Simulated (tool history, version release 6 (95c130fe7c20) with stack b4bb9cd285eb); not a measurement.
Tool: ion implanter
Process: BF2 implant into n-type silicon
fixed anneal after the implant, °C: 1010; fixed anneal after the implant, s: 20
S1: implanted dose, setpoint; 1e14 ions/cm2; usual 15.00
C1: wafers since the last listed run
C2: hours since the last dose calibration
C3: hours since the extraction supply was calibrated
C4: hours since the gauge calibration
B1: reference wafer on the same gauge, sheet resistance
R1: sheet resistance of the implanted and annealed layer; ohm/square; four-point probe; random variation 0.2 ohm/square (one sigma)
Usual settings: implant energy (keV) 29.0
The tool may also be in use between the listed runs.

run 1 hour=0.0 | S1=15.00 implant_energy_(keV)=29.0 | C1=0 C2=1950.6 C3=5442.7 C4=323.7 | B1=156.75 | R1=131.00
run 2 hour=34.6 | S1=15.00 implant_energy_(keV)=29.0 | C1=277 C2=1985.2 C3=5477.3 C4=358.3 | B1=156.89 | R1=130.98
run 3 hour=73.3 | S1=15.00 implant_energy_(keV)=29.0 | C1=310 C2=2023.9 C3=5516.0 C4=397.0 | B1=156.83 | R1=131.36
run 4 hour=108.6 | S1=15.00 implant_energy_(keV)=29.0 | C1=283 C2=2059.2 C3=5551.3 C4=432.3 | B1=157.07 | R1=130.94
run 5 hour=134.2 | S1=16.95 implant_energy_(keV)=31.0 | C1=205 C2=2084.8 C3=5576.9 C4=457.9 | B1=157.16 | R1=124.99
run 6 hour=148.6 | S1=16.95 implant_energy_(keV)=31.0 | C1=115 C2=2099.2 C3=5591.3 C4=472.3 | B1=157.27 | R1=124.79
run 7 hour=163.4 | S1=15.00 implant_energy_(keV)=29.0 | C1=118 C2=2114.0 C3=5606.1 C4=487.1 | B1=157.21 | R1=131.42
run 8 hour=182.0 | S1=15.00 implant_energy_(keV)=29.0 | C1=149 C2=2132.6 C3=5624.7 C4=505.7 | B1=157.28 | R1=131.59
-- hour=193.9 extraction supply calibrated
run 9 hour=212.3 | S1=17.05 implant_energy_(keV)=29.0 | C1=179 C2=2162.9 C3=18.4 C4=536.0 | B1=157.30 | R1=128.77
-- hour=224.4 gauge calibrated
run 10 hour=230.6 | S1=17.05 implant_energy_(keV)=29.0 | C1=146 C2=2181.2 C3=36.7 C4=6.2 | B1=156.03 | R1=127.57
run 11 hour=243.9 | S1=15.00 implant_energy_(keV)=29.0 | C1=106 C2=2194.5 C3=50.0 C4=19.5 | B1=156.06 | R1=130.17
run 12 hour=277.4 | S1=15.00 implant_energy_(keV)=29.0 | C1=269 C2=2228.0 C3=83.5 C4=53.0 | B1=156.11 | R1=130.39
run 13 hour=307.1 | S1=15.00 implant_energy_(keV)=29.0 | C1=238 C2=2257.7 C3=113.2 C4=82.7 | B1=156.19 | R1=130.14
run 14 hour=332.6 | S1=12.79 implant_energy_(keV)=25.0 | C1=204 C2=2283.2 C3=138.7 C4=108.2 | B1=156.24 | R1=144.13
run 15 hour=345.2 | S1=15.00 implant_energy_(keV)=29.0 | C1=101 C2=2295.8 C3=151.3 C4=120.8 | B1=156.29 | R1=130.55
-- hour=364.2 Faraday cup replaced and dose calibrated
run 16 hour=364.7 | S1=19.38 implant_energy_(keV)=25.0 | C1=92 C2=0.5 C3=170.8 C4=140.3 | B1=156.27 | R1=135.00
run 17 hour=376.6 | S1=12.79 implant_energy_(keV)=25.0 | C1=95 C2=12.4 C3=182.7 C4=152.2 | B1=156.49 | R1=144.48
run 18 hour=411.2 | S1=15.00 implant_energy_(keV)=26.5 | C1=277 C2=47.0 C3=217.3 C4=186.8 | B1=156.45 | R1=136.31
run 19 hour=439.1 | S1=18.03 implant_energy_(keV)=34.5 | C1=224 C2=74.9 C3=245.2 C4=214.7 | B1=156.62 | R1=117.24
run 20 hour=474.0 | S1=11.03 implant_energy_(keV)=34.5 | C1=280 C2=109.8 C3=280.1 C4=249.6 | B1=156.56 | R1=133.46
run 21 hour=493.2 | S1=17.69 implant_energy_(keV)=33.5 | C1=154 C2=129.0 C3=299.3 C4=268.8 | B1=156.59 | R1=119.07

The next listed run, before its measurement:
run 22 hour=523.6 | S1=15.00 implant_energy_(keV)=29.0 | C1=244 C2=159.4 C3=329.7 C4=299.2 | B1=? | R1=?

Run 22 gave B1 156.78, R1 131.11 ohm/square.
Without the tool's hidden state the same run would have given R1 130.45 ohm/square.
